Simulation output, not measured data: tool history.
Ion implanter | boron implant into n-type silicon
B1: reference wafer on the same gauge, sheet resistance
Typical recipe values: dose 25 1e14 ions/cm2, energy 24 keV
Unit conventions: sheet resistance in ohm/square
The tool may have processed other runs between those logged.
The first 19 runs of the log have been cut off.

run 20 hour=1114.8 | dose=25 energy=24 | B1=65.89 | sheet_resistance=66.37
run 21 hour=1177.6 | dose=28.38 energy=30 | B1=65.9 | sheet_resistance=58.49
run 22 hour=1245.4 | dose=25 energy=20.5 | B1=65.91 | sheet_resistance=70.23
run 23 hour=1310.3 | dose=25 energy=22 | B1=65.89 | sheet_resistance=68.62
-- hour=1337.8 Faraday cup replaced and dose calibrated
run 24 hour=1361.6 | dose=25 energy=24 | B1=65.89 | sheet_resistance=65.94
run 25 hour=1393.1 | dose=32.09 energy=20.5 | B1=65.9 | sheet_resistance=63.32
-- hour=1401.4 extraction supply calibrated
run 26 hour=1434.8 | dose=28.38 energy=30 | B1=65.9 | sheet_resistance=57.23
run 27 hour=1496.1 | dose=25 energy=21.5 | B1=65.88 | sheet_resistance=67.2
run 28 hour=1545.3 | dose=20.86 energy=31 | B1=65.92 | sheet_resistance=69.03
run 29 hour=1577 | dose=25 energy=29 | B1=65.86 | sheet_resistance=61.97
run 30 hour=1646.7 | dose=19.67 energy=21 | B1=65.88 | sheet_resistance=77.4
run 31 hour=1718.5 | dose=25 energy=24 | B1=65.88 | sheet_resistance=64.99
run 32 hour=1777.2 | dose=20.14 energy=24 | B1=65.89 | sheet_resistance=74.14
run 33 hour=1803.3 | dose=25 energy=24 | B1=65.89 | sheet_resistance=65.26
run 34 hour=1838.9 | dose=21.96 energy=30.5 | B1=65.89 | sheet_resistance=66.84
run 35 hour=1886.6 | dose=31.93 energy=31 | B1=65.93 | sheet_resistance=53.46
run 36 hour=1944.6 | dose=25 energy=24 | B1=65.91 | sheet_resistance=65.32
run 37 hour=1973.2 | dose=25 energy=18 | B1=65.86 | sheet_resistance=71.95

Alternative continuations, all from the tool just after run 37; predict every row:
run A hour=1973.6 | dose=25 energy=24 | B1=? | sheet_resistance=?
run B hour=1973.6 | dose=31.42 energy=24 | B1=? | sheet_resistance=?
run C hour=1973.6 | dose=20.61 energy=28.5 | B1=? | sheet_resistance=?
run D hour=1973.6 | dose=17.85 energy=30 | B1=? | sheet_resistance=?

run=A B1=65.9 sheet_resistance=65.17
run=B B1=65.9 sheet_resistance=58.76
run=C B1=65.9 sheet_resistance=70.65
run=D B1=65.9 sheet_resistance=77.95
The same runs, with their run-to-run variation unchanged, on a tool lacking any hidden condition would have given:
run=A sheet_resistance=65.08
run=B sheet_resistance=58.68
run=C sheet_resistance=70.56
run=D sheet_resistance=77.85
